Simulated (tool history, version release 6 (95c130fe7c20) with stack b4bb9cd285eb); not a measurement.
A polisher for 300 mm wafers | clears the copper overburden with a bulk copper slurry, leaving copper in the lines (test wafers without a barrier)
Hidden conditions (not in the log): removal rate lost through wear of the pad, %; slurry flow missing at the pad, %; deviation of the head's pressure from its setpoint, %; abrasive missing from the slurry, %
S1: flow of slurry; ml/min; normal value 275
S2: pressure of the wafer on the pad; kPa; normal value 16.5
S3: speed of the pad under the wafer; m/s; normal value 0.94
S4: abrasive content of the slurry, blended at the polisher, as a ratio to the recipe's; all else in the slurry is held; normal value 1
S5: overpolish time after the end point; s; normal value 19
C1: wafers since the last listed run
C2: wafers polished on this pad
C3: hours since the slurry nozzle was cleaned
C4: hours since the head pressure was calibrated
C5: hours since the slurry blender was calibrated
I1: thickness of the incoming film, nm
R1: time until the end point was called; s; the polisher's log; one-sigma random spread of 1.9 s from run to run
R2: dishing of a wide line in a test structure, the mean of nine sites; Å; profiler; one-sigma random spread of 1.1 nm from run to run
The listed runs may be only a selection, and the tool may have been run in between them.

| run | day | S1 | S2 | S3 | S4 | S5 | C1 | C2 | C3 | C4 | C5 | I1 | R1 | R2 |
|---|---|---|---|---|---|---|---|---|---|---|---|---|---|---|
| 1 | 0 | 335 | 16.5 | 0.94 | 1 | 19 | 0 | 305 | 647.7 | 1064.9 | 206.5 | 1030.9 | 124.1 | 835 |
| 2 | 0.583 | 275 | 16.5 | 0.94 | 1 | 19 | 134 | 439 | 661.7 | 1078.9 | 220.5 | 1045.1 | 133.5 | 781 |
| 3 | 1.175 | 275 | 16.5 | 0.94 | 1 | 19 | 136 | 575 | 675.9 | 1093.1 | 234.7 | 1023.8 | 129.1 | 781 |
| 4 | 2.183 | 275 | 16.5 | 0.94 | 1 | 19 | 232 | 808 | 700.1 | 1117.3 | 258.9 | 1040 | 136.4 | 799 |
| 5 | 2.717 | 275 | 16.5 | 0.94 | 1 | 19 | 122 | 930 | 712.9 | 1130.1 | 271.7 | 1021.5 | 134 | 751 |
| 6 | 3.921 | 275 | 16.5 | 1.16 | 1 | 19 | 277 | 1208 | 741.8 | 1159 | 300.6 | 1039.2 | 117.1 | 851 |
|  | 4.325 | worn pad replaced by a new one |
| 7 | 4.825 | 250 | 13.1 | 0.94 | 1 | 19 | 169 | 115 | 763.5 | 1180.7 | 322.3 | 1017.2 | 162.7 | 688 |
|  | 5.35 | slurry blender recalibrated |
| 8 | 6.029 | 275 | 16.5 | 0.94 | 1 | 19 | 258 | 373 | 792.4 | 1209.6 | 16.3 | 1047.3 | 131.7 | 794 |
|  | 8.933 | head pressure recalibrated |
| 9 | 9.371 | 275 | 16.5 | 0.94 | 1.15 | 19 | 750 | 1123 | 872.6 | 10.5 | 96.5 | 1034.5 | 133.6 | 764 |
| 10 | 9.904 | 275 | 20.7 | 1.02 | 0.7 | 19 | 122 | 1246 | 885.4 | 23.3 | 109.3 | 1015.4 | 116.6 | 872 |
|  | 10.117 | worn pad replaced by a new one |
|  | 10.304 | slurry nozzle cleaned |
| 11 | 10.933 | 230 | 16.5 | 0.94 | 1 | 19 | 189 | 178 | 15.1 | 48 | 134 | 1032.2 | 132 | 808 |
| 12 | 11.838 | 355 | 22.1 | 1.1 | 1.2 | 19 | 208 | 386 | 36.8 | 69.7 | 155.7 | 1024.3 | 76.9 | 1114 |
| 13 | 12.421 | 275 | 16.5 | 1.08 | 1 | 11 | 134 | 520 | 50.8 | 83.7 | 169.7 | 1037.6 | 114.2 | 612 |
| 14 | 13.246 | 275 | 19.3 | 1.2 | 1 | 19 | 189 | 710 | 70.6 | 103.5 | 189.5 | 1038 | 90.3 | 1024 |
| 15 | 14.075 | 320 | 16.5 | 1.06 | 0.9 | 19 | 190 | 901 | 90.5 | 123.4 | 209.4 | 1012.4 | 120.4 | 832 |

Consider 3 possible next runs. They are alternatives, not a sequence: every one starts from the tool as it was left by run 15. What does each give?
| A | 14.096 | 275 | 16.5 | 0.8 | 1 | 19 | 4 | 906 | 91 | 123.9 | 209.9 | 1010.3 | ? | ? |
| B | 14.096 | 360 | 17.9 | 0.84 | 1 | 28 | 4 | 906 | 91 | 123.9 | 209.9 | 1010.3 | ? | ? |
| C | 14.096 | 275 | 16.5 | 0.94 | 1 | 26 | 4 | 906 | 91 | 123.9 | 209.9 | 1010.3 | ? | ? |

| run | R1 | R2 |
|---|---|---|
| A | 156.4 | 693 |
| B | 134.2 | 964 |
| C | 133.1 | 920 |
Without the tool's hidden state the same runs would have given:
| run | R1 | R2 |
|---|---|---|
| A | 142.3 | 738 |
| B | 122 | 1009 |
| C | 121.1 | 965 |
